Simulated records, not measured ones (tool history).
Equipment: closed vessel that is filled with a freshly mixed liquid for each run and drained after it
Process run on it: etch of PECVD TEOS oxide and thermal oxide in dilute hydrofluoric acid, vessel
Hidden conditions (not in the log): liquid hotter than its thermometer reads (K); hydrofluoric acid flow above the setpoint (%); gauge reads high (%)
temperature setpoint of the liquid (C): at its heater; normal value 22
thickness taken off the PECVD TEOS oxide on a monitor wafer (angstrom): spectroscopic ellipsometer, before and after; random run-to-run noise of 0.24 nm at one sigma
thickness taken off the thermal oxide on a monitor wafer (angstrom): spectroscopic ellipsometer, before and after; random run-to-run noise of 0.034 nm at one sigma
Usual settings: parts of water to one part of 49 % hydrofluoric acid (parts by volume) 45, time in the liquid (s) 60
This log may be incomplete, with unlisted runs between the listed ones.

| run | day | temperature setpoint of the liquid (C) | parts of water to one part of 49 % hydrofluoric acid (parts by volume) | time in the liquid (s) | wafers since the last listed run | hours since the thermometer was replaced | hours since the hydrofluoric acid flow meter was replaced | hours since the gauge calibration | read-back film thickness of the PECVD TEOS oxide reference wafer, read on the same gauge (nm) | read-back film thickness of the thermal oxide reference wafer, read on the same gauge (nm) | thickness taken off the PECVD TEOS oxide on a monitor wafer (angstrom) | thickness taken off the thermal oxide on a monitor wafer (angstrom) |
|---|---|---|---|---|---|---|---|---|---|---|---|---|
| 1 | 0 | 22 | 45 | 60 | 0 | 879 | 1318.3 | 154.1 | 69.98 | 40.03 | 368.9 | 68.1 |
| 2 | 1.542 | 22 | 45 | 60 | 2669 | 916 | 1355.3 | 191.1 | 70.03 | 39.99 | 363.2 | 67.6 |
| 3 | 3.621 | 22 | 45 | 60 | 3600 | 965.9 | 1405.2 | 241 | 70.03 | 40.02 | 368.8 | 68.4 |
| 4 | 5.283 | 22 | 45 | 60 | 2878 | 1005.8 | 1445.1 | 280.9 | 69.99 | 40.01 | 364.7 | 68.4 |
| 5 | 7.833 | 22 | 45 | 60 | 4415 | 1067 | 1506.3 | 342.1 | 70 | 40 | 366.1 | 68.8 |
| 6 | 9.312 | 22 | 45 | 60 | 2561 | 1102.5 | 1541.8 | 377.6 | 69.99 | 40.02 | 371.4 | 69 |
| 7 | 11.433 | 22 | 45 | 60 | 3672 | 1153.4 | 1592.7 | 428.5 | 70.03 | 39.97 | 369.5 | 68.6 |
| 8 | 13.608 | 22 | 45 | 60 | 3766 | 1205.6 | 1644.9 | 480.7 | 70 | 39.97 | 369.5 | 68.6 |
| 9 | 15.171 | 20.5 | 55 | 60 | 2705 | 1243.1 | 1682.4 | 518.2 | 70.01 | 39.99 | 284.3 | 52.1 |
| 10 | 16.9 | 23.5 | 45 | 60 | 2994 | 1284.6 | 1723.9 | 559.7 | 69.98 | 39.99 | 399.5 | 73.4 |
| 11 | 19.783 | 22 | 45 | 60 | 4993 | 1353.8 | 1793.1 | 628.9 | 70.01 | 39.96 | 370.3 | 69.1 |
| 12 | 22.304 | 22 | 45 | 60 | 4365 | 1414.3 | 1853.6 | 689.4 | 70.01 | 40.01 | 373.8 | 69 |
| 13 | 24.408 | 18.5 | 45 | 60 | 3643 | 1464.8 | 1904.1 | 739.9 | 69.99 | 40 | 321.8 | 59.8 |
| 14 | 26.746 | 22 | 55 | 60 | 4047 | 1520.9 | 1960.2 | 796 | 69.99 | 40 | 304.4 | 56.3 |
|  | 27.242 | hydrofluoric acid flow meter replaced |
| 15 | 28.362 | 24 | 65 | 50 | 2727 | 1559.7 | 26.9 | 834.8 | 69.99 | 39.98 | 239.8 | 44.3 |
| 16 | 30.404 | 22 | 50 | 45 | 3535 | 1608.7 | 75.9 | 883.8 | 69.99 | 39.98 | 263.3 | 49.2 |
| 17 | 34.25 | 22 | 45 | 60 | 6659 | 1701 | 168.2 | 976.1 | 70.03 | 39.99 | 394.7 | 73.2 |
|  | 36.058 | hydrofluoric acid flow meter replaced, repeated, since the last time left the tool worse |
| 18 | 36.988 | 19 | 55 | 90 | 4668 | 1766.7 | 22.3 | 1041.8 | 70.03 | 40 | 377.8 | 70.5 |
|  | 38.471 | gauge calibrated |
|  | 39.55 | thermometer replaced |
| 19 | 39.588 | 17.5 | 55 | 35 | 4430 | 0.9 | 84.7 | 26.8 | 70 | 40.02 | 136.1 | 25.7 |
| 20 | 41.304 | 19 | 45 | 85 | 2972 | 42.1 | 125.9 | 68 | 69.99 | 39.99 | 441.1 | 82.3 |
| 21 | 42.308 | 17.5 | 55 | 35 | 1738 | 66.2 | 150 | 92.1 | 70 | 39.99 | 137.8 | 25.6 |
| 22 | 45.142 | 19 | 45 | 75 | 4906 | 134.2 | 218 | 160.1 | 70.01 | 40.01 | 391.6 | 73 |
| 23 | 47.571 | 22 | 45 | 60 | 4206 | 192.5 | 276.3 | 218.4 | 70.03 | 40 | 353.7 | 66.1 |
| 24 | 49.371 | 22 | 45 | 60 | 3117 | 235.7 | 319.5 | 261.6 | 69.99 | 39.99 | 358.4 | 66.4 |
| 25 | 51.092 | 26.5 | 60 | 50 | 2979 | 277 | 360.8 | 302.9 | 70.02 | 39.99 | 261.3 | 49 |

How the hidden state differs across the entries between the runs, from the last listed run before each to the first after it:
After run 14, before run 15: hydrofluoric acid flow meter replaced (day 27.242)
  hydrofluoric acid flow above the setpoint (%): 5.91 -> 10.9
  difference, measured minus the result without the unlogged condition, thickness taken off the PECVD TEOS oxide on a monitor wafer (angstrom): +18.1 -> +25.4; thickness taken off the thermal oxide on a monitor wafer (angstrom): +3.3 -> +4.7
After run 17, before run 18: hydrofluoric acid flow meter replaced, repeated, since the last time left the tool worse (day 36.058)
  hydrofluoric acid flow above the setpoint (%): 11.3 -> 0.0869
  difference, measured minus the result without the unlogged condition, thickness taken off the PECVD TEOS oxide on a monitor wafer (angstrom): +42.1 -> +0.4; thickness taken off the thermal oxide on a monitor wafer (angstrom): +7.8 -> +0.1
After run 18, before run 19: gauge calibrated (day 38.471); thermometer replaced (day 39.55)
  hydrofluoric acid flow above the setpoint (%): 0.0869 -> 0.257
  difference, measured minus the result without the unlogged condition, thickness taken off the PECVD TEOS oxide on a monitor wafer (angstrom): +0.4 -> +0.3; thickness taken off the thermal oxide on a monitor wafer (angstrom): +0.1 -> +0.1
